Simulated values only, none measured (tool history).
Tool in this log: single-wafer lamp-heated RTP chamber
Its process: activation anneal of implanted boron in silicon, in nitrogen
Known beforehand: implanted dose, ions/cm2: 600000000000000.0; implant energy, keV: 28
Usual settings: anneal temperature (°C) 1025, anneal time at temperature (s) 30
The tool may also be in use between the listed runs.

run,day,anneal temperature (°C),anneal time at temperature (s),"read-back reference wafer on the same gauge, sheet resistance",sheet resistance of the implanted and annealed layer (ohm/square)
1,0,1025,30,201,181.12
2,1.012,1047,30,201.03,179.37
3,4.042,1047,30,201.05,179.28
4,5.454,1047,30,201.12,178.94
5,8.188,1037,30,201.01,179.83
6,9.142,1037,30,201.01,179.77
7,10.617,1041,30,200.9,179.49
# day 11.188: pyrometer window cleaned and pyrometer calibrated
8,11.208,1041,30,200.95,179.88
9,12.629,1025,30,200.97,181.32
10,14.462,1025,36,201.03,181.17
11,15.667,1025,36,200.89,180.91
12,16.679,1025,30,201.08,182.02
13,17.654,1025,30,200.99,182.03
14,18.783,1025,30,200.94,181.62
15,20.121,1045,46,201.05,178.62
16,21.5,999,30,201.03,185.73
17,22.046,1045,30,201.01,179.73
18,23.35,1046,22,201.05,179.82
19,24.392,998,30,200.91,185.76
# day 24.875: gauge calibrated
20,25.15,1013,45,201.04,181.79
21,26.05,1025,18,200.97,182
22,26.958,1013,45,201.04,181.8
23,27.579,1038,24,201.02,179.98
# day 28.1: reflector plate cleaned
24,28.121,1034,30,201.01,180.08
25,29.296,1025,30,200.97,180.62
26,29.908,1025,14,201.07,182.56
27,30.612,1011,17,201.06,183.64
28,31.458,1025,13,201.07,181.86
# day 32.708: pyrometer window cleaned and pyrometer calibrated
29,32.729,1025,30,201.07,181.4
30,33.921,1025,47,201.02,180.26
31,35.046,1033,45,201.02,179.71
32,35.829,1025,44,200.95,180.54
33,36.704,1049,14,201.05,181.38
34,37.396,1005,30,200.93,184.85
35,37.908,1036,25,200.97,180.79
36,39.271,1025,30,200.97,181.34
37,40.229,1011,36,200.98,183.08
38,41.221,1055,30,200.95,178.65

3 ways to go on from here, each from the tool as it stands after run 38. What would each give?
A,41.238,1025,30,?,?
B,41.238,1042,39,?,?
C,41.238,1035,17,?,?

run,"read-back reference wafer on the same gauge, sheet resistance",sheet resistance of the implanted and annealed layer (ohm/square)
A,200.98,181.55
B,200.98,179.26
C,200.98,181.76
Without the tool's hidden state the same runs would have given:
run,sheet resistance of the implanted and annealed layer (ohm/square)
A,181.88
B,179.48
C,182
